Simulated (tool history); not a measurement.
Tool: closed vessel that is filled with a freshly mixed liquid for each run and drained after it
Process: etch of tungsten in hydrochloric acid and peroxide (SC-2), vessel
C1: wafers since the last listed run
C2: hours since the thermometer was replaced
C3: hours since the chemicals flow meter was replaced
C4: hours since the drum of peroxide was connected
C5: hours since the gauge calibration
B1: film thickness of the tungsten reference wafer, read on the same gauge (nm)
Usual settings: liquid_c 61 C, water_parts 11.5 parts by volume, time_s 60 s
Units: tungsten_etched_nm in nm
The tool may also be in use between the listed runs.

{"run": 1, "hour": 0.0, "liquid_c": 61, "water_parts": 11.5, "time_s": 60, "C1": 0, "C2": 2030.8, "C3": 206.8, "C4": 115.7, "C5": 697, "B1": 119.99, "tungsten_etched_nm": 30.14}
{"hour": 7.4, "done": "gauge calibrated"}
{"run": 2, "hour": 25.6, "liquid_c": 61, "water_parts": 11.5, "time_s": 60, "C1": 2877, "C2": 2056.4, "C3": 232.4, "C4": 141.3, "C5": 18.2, "B1": 119.98, "tungsten_etched_nm": 30.19}
{"run": 3, "hour": 53.7, "liquid_c": 61, "water_parts": 11.5, "time_s": 60, "C1": 3158, "C2": 2084.5, "C3": 260.5, "C4": 169.4, "C5": 46.3, "B1": 119.98, "tungsten_etched_nm": 30.15}
{"run": 4, "hour": 85.3, "liquid_c": 54, "water_parts": 11.5, "time_s": 60, "C1": 3552, "C2": 2116.1, "C3": 292.1, "C4": 201, "C5": 77.9, "B1": 119.98, "tungsten_etched_nm": 19.27}
{"run": 5, "hour": 101.3, "liquid_c": 57, "water_parts": 11.5, "time_s": 60, "C1": 1798, "C2": 2132.1, "C3": 308.1, "C4": 217, "C5": 93.9, "B1": 120, "tungsten_etched_nm": 23.33}
{"run": 6, "hour": 134.4, "liquid_c": 57, "water_parts": 11.5, "time_s": 60, "C1": 3720, "C2": 2165.2, "C3": 341.2, "C4": 250.1, "C5": 127, "B1": 119.98, "tungsten_etched_nm": 23.29}
{"run": 7, "hour": 159.3, "liquid_c": 57, "water_parts": 11.5, "time_s": 60, "C1": 2799, "C2": 2190.1, "C3": 366.1, "C4": 275, "C5": 151.9, "B1": 120.03, "tungsten_etched_nm": 23.59}
{"run": 8, "hour": 180.2, "liquid_c": 61, "water_parts": 11.5, "time_s": 60, "C1": 2349, "C2": 2211, "C3": 387, "C4": 295.9, "C5": 172.8, "B1": 120.01, "tungsten_etched_nm": 30.37}
{"run": 9, "hour": 215.3, "liquid_c": 61, "water_parts": 11.5, "time_s": 60, "C1": 3945, "C2": 2246.1, "C3": 422.1, "C4": 331, "C5": 207.9, "B1": 120.02, "tungsten_etched_nm": 30.29}
{"run": 10, "hour": 239.2, "liquid_c": 61, "water_parts": 11.5, "time_s": 60, "C1": 2686, "C2": 2270, "C3": 446, "C4": 354.9, "C5": 231.8, "B1": 120.01, "tungsten_etched_nm": 30.08}
{"run": 11, "hour": 256.9, "liquid_c": 61, "water_parts": 11.5, "time_s": 60, "C1": 1989, "C2": 2287.7, "C3": 463.7, "C4": 372.6, "C5": 249.5, "B1": 119.97, "tungsten_etched_nm": 30.14}
{"run": 12, "hour": 279.5, "liquid_c": 61, "water_parts": 11.5, "time_s": 60, "C1": 2540, "C2": 2310.3, "C3": 486.3, "C4": 395.2, "C5": 272.1, "B1": 120.05, "tungsten_etched_nm": 30.01}
{"run": 13, "hour": 306.9, "liquid_c": 61, "water_parts": 11.5, "time_s": 40, "C1": 3080, "C2": 2337.7, "C3": 513.7, "C4": 422.6, "C5": 299.5, "B1": 120.04, "tungsten_etched_nm": 19.94}
{"hour": 311.8, "done": "chemicals flow meter replaced"}
{"run": 14, "hour": 339.8, "liquid_c": 61, "water_parts": 11.5, "time_s": 40, "C1": 3585, "C2": 2370.6, "C3": 28, "C4": 455.5, "C5": 332.4, "B1": 119.96, "tungsten_etched_nm": 20}
{"run": 15, "hour": 352.9, "liquid_c": 61, "water_parts": 11.5, "time_s": 40, "C1": 1472, "C2": 2383.7, "C3": 41.1, "C4": 468.6, "C5": 345.5, "B1": 119.99, "tungsten_etched_nm": 20.22}
{"run": 16, "hour": 373.7, "liquid_c": 52.5, "water_parts": 11.5, "time_s": 30, "C1": 2338, "C2": 2404.5, "C3": 61.9, "C4": 489.4, "C5": 366.3, "B1": 119.98, "tungsten_etched_nm": 8.74}
{"run": 17, "hour": 407.7, "liquid_c": 61, "water_parts": 11.5, "time_s": 60, "C1": 3821, "C2": 2438.5, "C3": 95.9, "C4": 523.4, "C5": 400.3, "B1": 119.97, "tungsten_etched_nm": 30.02}
{"run": 18, "hour": 442.2, "liquid_c": 61, "water_parts": 7, "time_s": 85, "C1": 3878, "C2": 2473, "C3": 130.4, "C4": 557.9, "C5": 434.8, "B1": 120.01, "tungsten_etched_nm": 64.01}
{"run": 19, "hour": 468.0, "liquid_c": 61, "water_parts": 11.5, "time_s": 70, "C1": 2900, "C2": 2498.8, "C3": 156.2, "C4": 583.7, "C5": 460.6, "B1": 120.05, "tungsten_etched_nm": 35.06}
{"run": 20, "hour": 487.7, "liquid_c": 61, "water_parts": 11.5, "time_s": 60, "C1": 2214, "C2": 2518.5, "C3": 175.9, "C4": 603.4, "C5": 480.3, "B1": 120, "tungsten_etched_nm": 30.01}
{"run": 21, "hour": 519.8, "liquid_c": 57, "water_parts": 11.5, "time_s": 60, "C1": 3608, "C2": 2550.6, "C3": 208, "C4": 635.5, "C5": 512.4, "B1": 120.02, "tungsten_etched_nm": 23.68}
{"run": 22, "hour": 555.1, "liquid_c": 66.5, "water_parts": 14.5, "time_s": 40, "C1": 3968, "C2": 2585.9, "C3": 243.3, "C4": 670.8, "C5": 547.7, "B1": 120.03, "tungsten_etched_nm": 22.94}
{"hour": 580.9, "done": "new drum of peroxide connected"}
{"hour": 613.5, "done": "thermometer replaced"}
{"run": 23, "hour": 662.5, "liquid_c": 61, "water_parts": 11.5, "time_s": 70, "C1": 11848, "C2": 49, "C3": 350.7, "C4": 81.6, "C5": 655.1, "B1": 120.01, "tungsten_etched_nm": 32.63}
{"run": 24, "hour": 679.6, "liquid_c": 57, "water_parts": 11.5, "time_s": 60, "C1": 1922, "C2": 66.1, "C3": 367.8, "C4": 98.7, "C5": 672.2, "B1": 119.98, "tungsten_etched_nm": 21.66}
{"run": 25, "hour": 720.7, "liquid_c": 61, "water_parts": 11.5, "time_s": 90, "C1": 4620, "C2": 107.2, "C3": 408.9, "C4": 139.8, "C5": 713.3, "B1": 120.01, "tungsten_etched_nm": 42.3}
{"hour": 727.7, "done": "gauge calibrated"}
{"hour": 814.6, "done": "chemicals flow meter replaced"}
{"run": 26, "hour": 819.0, "liquid_c": 61, "water_parts": 11.5, "time_s": 40, "C1": 10937, "C2": 205.5, "C3": 4.4, "C4": 238.1, "C5": 91.3, "B1": 120, "tungsten_etched_nm": 18.81}
{"run": 27, "hour": 834.6, "liquid_c": 64, "water_parts": 11.5, "time_s": 40, "C1": 1753, "C2": 221.1, "C3": 20, "C4": 253.7, "C5": 106.9, "B1": 120.01, "tungsten_etched_nm": 22.36}
{"run": 28, "hour": 870.5, "liquid_c": 57, "water_parts": 11.5, "time_s": 60, "C1": 4035, "C2": 257, "C3": 55.9, "C4": 289.6, "C5": 142.8, "B1": 120.01, "tungsten_etched_nm": 21.7}
{"run": 29, "hour": 887.8, "liquid_c": 70.5, "water_parts": 16, "time_s": 80, "C1": 1944, "C2": 274.3, "C3": 73.2, "C4": 306.9, "C5": 160.1, "B1": 120.05, "tungsten_etched_nm": 49.63}
{"run": 30, "hour": 921.8, "liquid_c": 51, "water_parts": 11.5, "time_s": 60, "C1": 3821, "C2": 308.3, "C3": 107.2, "C4": 340.9, "C5": 194.1, "B1": 120.01, "tungsten_etched_nm": 14.69}
{"run": 31, "hour": 955.3, "liquid_c": 58.5, "water_parts": 11.5, "time_s": 40, "C1": 3765, "C2": 341.8, "C3": 140.7, "C4": 374.4, "C5": 227.6, "B1": 120, "tungsten_etched_nm": 16.07}

Hidden state at the last listed run before each entry between runs and at the first one after, where it differs:
Between runs 1 and 2: gauge calibrated (hour 7.4)
  liquid hotter than its thermometer reads (K): 1.29 -> 1.3; peroxide weaker than its label (%): 0.743 -> 0.836
  measured less the result without the state, tungsten_etched_nm: +2.13 -> +2.12 nm
Between runs 13 and 14: chemicals flow meter replaced (hour 311.8)
  liquid hotter than its thermometer reads (K): 1.48 -> 1.5; peroxide weaker than its label (%): 1.86 -> 1.98
  measured less the result without the state, tungsten_etched_nm: +1.43 -> +1.44 nm
Between runs 22 and 23: new drum of peroxide connected (hour 580.9); thermometer replaced (hour 613.5)
  liquid hotter than its thermometer reads (K): 1.63 -> 0.11; peroxide weaker than its label (%): 2.76 -> 0.348
  measured less the result without the state, tungsten_etched_nm: +1.59 -> +0.12 nm
Between runs 25 and 26: gauge calibrated (hour 727.7); chemicals flow meter replaced (hour 814.6)
  liquid hotter than its thermometer reads (K): 0.146 -> 0.207; peroxide weaker than its label (%): 0.56 -> 0.918
  measured less the result without the state, tungsten_etched_nm: +0.17 -> +0.09 nm
